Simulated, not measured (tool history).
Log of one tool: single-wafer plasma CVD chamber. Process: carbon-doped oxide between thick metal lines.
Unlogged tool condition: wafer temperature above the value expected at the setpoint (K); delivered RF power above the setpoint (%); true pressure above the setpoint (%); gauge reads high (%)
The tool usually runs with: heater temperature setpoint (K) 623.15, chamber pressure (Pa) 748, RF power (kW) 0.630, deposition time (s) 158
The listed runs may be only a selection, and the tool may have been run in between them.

run,hour,heater temperature setpoint (K),chamber pressure (Pa),RF power (kW),deposition time (s),wafers since the last listed run,hours since the last thermocouple change,hours since the last RF generator calibration,hours since the last manometer calibration,hours since the showerhead was replaced,hours since the gauge calibration,"read-back reference wafer on the same gauge, thickness_nm",mean film thickness on the monitor wafer (angstrom)
1,0.0,623.15,748,0.630,158,0,830.3,1046.2,2731.8,1968.5,715.6,1192.135,9706.99
2,43.7,623.15,748,0.630,158,330,874.0,1089.9,2775.5,2012.2,759.3,1189.395,9695.00
3,114.8,623.15,693,0.630,158,538,945.1,1161.0,2846.6,2083.3,830.4,1191.314,9686.25
4,146.5,623.15,693,0.630,158,239,976.8,1192.7,2878.3,2115.0,862.1,1191.890,9534.65
5,185.2,623.15,693,0.630,158,292,1015.5,1231.4,2917.0,2153.7,900.8,1188.930,9624.64
6,230.1,623.15,748,0.630,158,339,1060.4,1276.3,2961.9,2198.6,945.7,1189.664,9617.47
7,267.2,623.15,748,0.630,158,280,1097.5,1313.4,2999.0,2235.7,982.8,1189.678,9635.88
8,299.5,623.15,824,0.630,158,244,1129.8,1345.7,3031.3,2268.0,1015.1,1187.959,9700.39
9,357.1,623.15,824,0.630,158,436,1187.4,1403.3,3088.9,2325.6,1072.7,1190.508,9611.21
10,411.8,623.15,824,0.630,158,414,1242.1,1458.0,3143.6,2380.3,1127.4,1188.740,9666.53
# hour 469.0: RF generator calibrated
11,469.5,623.15,681,0.630,158,376,1299.8,0.5,3201.3,2438.0,1185.1,1189.723,9772.68
# hour 492.1: capacitance manometer re-zeroed and calibrated
12,492.6,623.15,691,0.565,158,114,1322.9,23.6,0.5,2461.1,1208.2,1192.125,8772.12
13,518.0,623.15,748,0.630,184,192,1348.3,49.0,25.9,2486.5,1233.6,1186.709,11568.73

What will run 14 give?
14,568.9,617.15,748,0.670,187,385,1399.2,99.9,76.8,2537.4,1284.5,?,?

{"run 14": {"read-back reference wafer on the same gauge, thickness_nm": 1188.776, "mean film thickness on the monitor wafer (angstrom)": 12734.12}}
Had the tool carried no hidden state, the very same run would have given mean film thickness on the monitor wafer (angstrom) 12825.61.
